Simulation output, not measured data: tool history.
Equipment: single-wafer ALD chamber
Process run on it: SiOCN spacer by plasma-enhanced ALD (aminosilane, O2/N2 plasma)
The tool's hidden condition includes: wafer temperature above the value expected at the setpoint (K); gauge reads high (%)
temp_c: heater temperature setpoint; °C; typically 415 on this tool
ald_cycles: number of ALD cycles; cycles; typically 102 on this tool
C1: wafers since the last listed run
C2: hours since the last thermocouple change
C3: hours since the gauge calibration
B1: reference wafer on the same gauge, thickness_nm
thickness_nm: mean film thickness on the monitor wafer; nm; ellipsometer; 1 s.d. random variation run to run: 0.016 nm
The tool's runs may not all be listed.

Run 1, hour 0: usual settings but ald_cycles 94 cycles; C1 0; C2 1101.7; C3 499.4; B1 5.469. Result: thickness_nm 5.974 nm.
Run 2, hour 10.8: usual settings; C1 29; C2 1112.5; C3 510.2; B1 5.469. Result: thickness_nm 6.494 nm.
Run 3, hour 23.2: usual settings; C1 34; C2 1124.9; C3 522.6; B1 5.471. Result: thickness_nm 6.483 nm.
Run 4, hour 32: usual settings; C1 24; C2 1133.7; C3 531.4; B1 5.467. Result: thickness_nm 6.492 nm.
Run 5, hour 39.3: usual settings; C1 20; C2 1141; C3 538.7; B1 5.472. Result: thickness_nm 6.499 nm.
Run 6, hour 52.7: usual settings but temp_c 420 °C, ald_cycles 92 cycles; C1 37; C2 1154.4; C3 552.1; B1 5.471. Result: thickness_nm 5.768 nm.
Run 7, hour 70.6: usual settings but temp_c 420 °C, ald_cycles 92 cycles; C1 49; C2 1172.3; C3 570; B1 5.474. Result: thickness_nm 5.73 nm.
Run 8, hour 86.9: usual settings; C1 45; C2 1188.6; C3 586.3; B1 5.471. Result: thickness_nm 6.507 nm.
Run 9, hour 100.4: usual settings; C1 37; C2 1202.1; C3 599.8; B1 5.47. Result: thickness_nm 6.485 nm.
Run 10, hour 117.4: usual settings; C1 47; C2 1219.1; C3 616.8; B1 5.473. Result: thickness_nm 6.51 nm.
Run 11, hour 123.7: usual settings but temp_c 411 °C; C1 17; C2 1225.4; C3 623.1; B1 5.471. Result: thickness_nm 6.587 nm.
Run 12, hour 136.4: usual settings but temp_c 411 °C; C1 35; C2 1238.1; C3 635.8; B1 5.468. Result: thickness_nm 6.631 nm.
Run 13, hour 177.1: usual settings but temp_c 411 °C; C1 112; C2 1278.8; C3 676.5; B1 5.471. Result: thickness_nm 6.625 nm.
Run 14, hour 183.6: usual settings; C1 18; C2 1285.3; C3 683; B1 5.469. Result: thickness_nm 6.516 nm.
Run 15, hour 199.4: usual settings; C1 43; C2 1301.1; C3 698.8; B1 5.47. Result: thickness_nm 6.524 nm.
Run 16, hour 214.8: usual settings; C1 42; C2 1316.5; C3 714.2; B1 5.469. Result: thickness_nm 6.504 nm.
At hour 236.3: thermocouple changed; heater temperature recalibrated.
Run 17, hour 236.8: usual settings; C1 38; C2 0.5; C3 736.2; B1 5.471. Result: thickness_nm 6.384 nm.
Run 18, hour 246.2: usual settings; C1 26; C2 9.9; C3 745.6; B1 5.467. Result: thickness_nm 6.397 nm.
Run 19, hour 253.5: usual settings; C1 20; C2 17.2; C3 752.9; B1 5.47. Result: thickness_nm 6.366 nm.
Run 20, hour 261: usual settings; C1 20; C2 24.7; C3 760.4; B1 5.467. Result: thickness_nm 6.375 nm.
Run 21, hour 270.1: usual settings but temp_c 425 °C; C1 25; C2 33.8; C3 769.5; B1 5.472. Result: thickness_nm 6.14 nm.
Run 22, hour 277.2: usual settings but temp_c 425 °C; C1 19; C2 40.9; C3 776.6; B1 5.469. Result: thickness_nm 6.165 nm.
Run 23, hour 286.9: usual settings but temp_c 430 °C; C1 26; C2 50.6; C3 786.3; B1 5.467. Result: thickness_nm 6.064 nm.
At hour 292.6: gauge calibrated.
Run 24, hour 295.1: usual settings but temp_c 402 °C, ald_cycles 88 cycles; C1 22; C2 58.8; C3 2.5; B1 5.471. Result: thickness_nm 5.761 nm.
Run 25, hour 303.4: usual settings; C1 22; C2 67.1; C3 10.8; B1 5.471. Result: thickness_nm 6.383 nm.
Run 26, hour 320: usual settings but temp_c 409 °C, ald_cycles 117 cycles; C1 45; C2 83.7; C3 27.4; B1 5.469. Result: thickness_nm 7.453 nm.
Run 27, hour 336.6: usual settings but temp_c 404 °C, ald_cycles 90 cycles; C1 45; C2 100.3; C3 44; B1 5.473. Result: thickness_nm 5.831 nm.
Run 28, hour 352: usual settings but temp_c 401 °C, ald_cycles 117 cycles; C1 42; C2 115.7; C3 59.4; B1 5.471. Result: thickness_nm 7.655 nm.
Run 29, hour 367.6: usual settings but temp_c 428 °C, ald_cycles 109 cycles; C1 43; C2 131.3; C3 75; B1 5.471. Result: thickness_nm 6.486 nm.
Run 30, hour 374.5: usual settings but temp_c 404 °C; C1 19; C2 138.2; C3 81.9; B1 5.476. Result: thickness_nm 6.625 nm.
Run 31, hour 422.2: usual settings; C1 132; C2 185.9; C3 129.6; B1 5.471. Result: thickness_nm 6.386 nm.
Run 32, hour 435.9: usual settings; C1 37; C2 199.6; C3 143.3; B1 5.47. Result: thickness_nm 6.376 nm.
Run 33, hour 443.9: usual settings; C1 22; C2 207.6; C3 151.3; B1 5.466. Result: thickness_nm 6.368 nm.
Run 34, hour 455.7: usual settings but temp_c 406 °C, ald_cycles 90 cycles; C1 32; C2 219.4; C3 163.1; B1 5.468. Result: thickness_nm 5.822 nm.
Run 35, hour 463.6: usual settings; C1 21; C2 227.3; C3 171; B1 5.473. Result: thickness_nm 6.407 nm.
Run 36, hour 471.9: usual settings; C1 22; C2 235.6; C3 179.3; B1 5.468. Result: thickness_nm 6.394 nm.
Run 37, hour 487.1: usual settings but temp_c 427 °C, ald_cycles 97 cycles; C1 42; C2 250.8; C3 194.5; B1 5.469. Result: thickness_nm 5.802 nm.
Run 38, hour 502.1: usual settings but temp_c 403 °C, ald_cycles 86 cycles; C1 41; C2 265.8; C3 209.5; B1 5.471. Result: thickness_nm 5.637 nm.
Run 39, hour 518.2: usual settings but temp_c 401 °C, ald_cycles 84 cycles; C1 44; C2 281.9; C3 225.6; B1 5.472. Result: thickness_nm 5.505 nm.
Run 40, hour 525: usual settings but temp_c 408 °C, ald_cycles 95 cycles; C1 18; C2 288.7; C3 232.4; B1 5.47. Result: thickness_nm 6.08 nm.
Run 41, hour 539: usual settings; C1 38; C2 302.7; C3 246.4; B1 5.471. Result: thickness_nm 6.362 nm.
Run 42, hour 587.6: usual settings but temp_c 407 °C, ald_cycles 92 cycles; C1 134; C2 351.3; C3 295; B1 5.471. Result: thickness_nm 5.943 nm.
Run 43, hour 602.5: usual settings but temp_c 402 °C; C1 41; C2 366.2; C3 309.9; B1 5.471. Result: thickness_nm 6.698 nm.
Run 44, hour 619.5: usual settings; C1 47; C2 383.2; C3 326.9; B1 5.473. Result: thickness_nm 6.398 nm.
Run 45, hour 627.2: usual settings; C1 21; C2 390.9; C3 334.6; B1 5.47. Result: thickness_nm 6.407 nm.
Run 46, hour 635: usual settings; C1 21; C2 398.7; C3 342.4; B1 5.468. Result: thickness_nm 6.408 nm.

For each entry between runs, how does the tool's hidden state at the last listed run before it compare with that at the first listed run after it?
In the gap between runs 16 and 17: thermocouple changed; heater temperature recalibrated (hour 236.3)
  wafer temperature above the value expected at the setpoint (K): -5.68 -> 0.603
  difference, measured minus the result without the unlogged condition, thickness_nm: +0.129 -> -0.014 nm
In the gap between runs 23 and 24: gauge calibrated (hour 292.6)
  wafer temperature above the value expected at the setpoint (K): 0.593 -> 0.59
  difference, measured minus the result without the unlogged condition, thickness_nm: -0.014 -> -0.012 nm
